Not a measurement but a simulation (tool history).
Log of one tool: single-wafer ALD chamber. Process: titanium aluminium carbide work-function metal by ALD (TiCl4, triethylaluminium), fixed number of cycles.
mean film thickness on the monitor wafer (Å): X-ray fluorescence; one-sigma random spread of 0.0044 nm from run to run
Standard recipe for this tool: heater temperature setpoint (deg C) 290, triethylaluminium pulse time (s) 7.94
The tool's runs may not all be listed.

| run | hour | heater temperature setpoint (deg C) | triethylaluminium pulse time (s) | wafers since the last listed run | hours since the last thermocouple change | hours since the last triethylaluminium bottle change | hours since the showerhead was replaced | hours since the gauge calibration | read-back reference wafer on the same gauge, thickness_nm | mean film thickness on the monitor wafer (Å) |
|---|---|---|---|---|---|---|---|---|---|---|
| 1 | 0.0 | 290 | 7.94 | 0 | 1639.7 | 1437.8 | 5202.5 | 3.0 | 1.652 | 16.61 |
| 2 | 13.4 | 290 | 7.94 | 254 | 1653.1 | 1451.2 | 5215.9 | 16.4 | 1.652 | 16.73 |
| 3 | 30.8 | 302 | 7.94 | 329 | 1670.5 | 1468.6 | 5233.3 | 33.8 | 1.649 | 17.68 |
| 4 | 41.1 | 302 | 7.94 | 195 | 1680.8 | 1478.9 | 5243.6 | 44.1 | 1.648 | 17.64 |
| 5 | 49.8 | 302 | 7.94 | 164 | 1689.5 | 1487.6 | 5252.3 | 52.8 | 1.651 | 17.67 |
| 6 | 65.0 | 290 | 7.94 | 288 | 1704.7 | 1502.8 | 5267.5 | 68.0 | 1.648 | 16.59 |
| 7 | 72.7 | 290 | 7.94 | 146 | 1712.4 | 1510.5 | 5275.2 | 75.7 | 1.650 | 16.60 |
| 8 | 86.3 | 290 | 7.94 | 257 | 1726.0 | 1524.1 | 5288.8 | 89.3 | 1.650 | 16.60 |
| 9 | 102.0 | 290 | 9.99 | 297 | 1741.7 | 1539.8 | 5304.5 | 105.0 | 1.648 | 17.48 |
|  | 118.3 | triethylaluminium bottle replaced |
| 10 | 118.8 | 290 | 9.99 | 166 | 1758.5 | 0.5 | 5321.3 | 121.8 | 1.649 | 18.16 |
|  | 127.7 | thermocouple changed; heater temperature recalibrated |
| 11 | 128.8 | 301 | 10.75 | 37 | 1.1 | 10.5 | 5331.3 | 131.8 | 1.652 | 19.35 |
| 12 | 160.5 | 276 | 7.94 | 601 | 32.8 | 42.2 | 5363.0 | 163.5 | 1.652 | 16.30 |
| 13 | 169.9 | 290 | 7.94 | 178 | 42.2 | 51.6 | 5372.4 | 172.9 | 1.650 | 17.57 |
|  | 172.9 | gauge calibrated |
|  | 180.7 | showerhead replaced |
| 14 | 181.2 | 290 | 9.99 | 62 | 53.5 | 62.9 | 0.5 | 8.3 | 1.650 | 18.19 |
| 15 | 189.2 | 290 | 7.94 | 151 | 61.5 | 70.9 | 8.5 | 16.3 | 1.651 | 17.58 |
| 16 | 241.6 | 298 | 4.89 | 993 | 113.9 | 123.3 | 60.9 | 68.7 | 1.649 | 16.10 |
| 17 | 251.7 | 301 | 10.75 | 191 | 124.0 | 133.4 | 71.0 | 78.8 | 1.648 | 19.35 |
| 18 | 261.9 | 284 | 10.17 | 193 | 134.2 | 143.6 | 81.2 | 89.0 | 1.649 | 17.58 |
| 19 | 274.3 | 297 | 7.94 | 235 | 146.6 | 156.0 | 93.6 | 101.4 | 1.648 | 18.01 |
| 20 | 281.9 | 299 | 9.82 | 144 | 154.2 | 163.6 | 101.2 | 109.0 | 1.650 | 18.85 |

For some of the steps in mean film thickness on the monitor wafer (Å) from one run to the next: how much would appear even if the tool had no hidden state, given the settings, what came in and random variation, and how much remains for the hidden state plus any gauge scatter that the measured result and the result without hidden state don't share?
Hidden state present: wafer temperature above the value expected at the setpoint (K); triethylaluminium dose above that of a fresh bottle (%); gauge reads high (%).
Run 8 -> 9: triethylaluminium pulse time (s) 7.94 -> 9.99. mean film thickness on the monitor wafer (Å) +0.88: hidden state +0.30, all else +0.58.
Run 9 -> 10: triethylaluminium bottle replaced. mean film thickness on the monitor wafer (Å) +0.68: hidden state +0.71, all else -0.03.
Run 11 -> 12: heater temperature setpoint (deg C) 301 -> 276, triethylaluminium pulse time (s) 10.75 -> 7.94. mean film thickness on the monitor wafer (Å) -3.05: hidden state -0.04, all else -3.01.
Run 16 -> 17: heater temperature setpoint (deg C) 298 -> 301, triethylaluminium pulse time (s) 4.89 -> 10.75. mean film thickness on the monitor wafer (Å) +3.25: hidden state +0.14, all else +3.11.
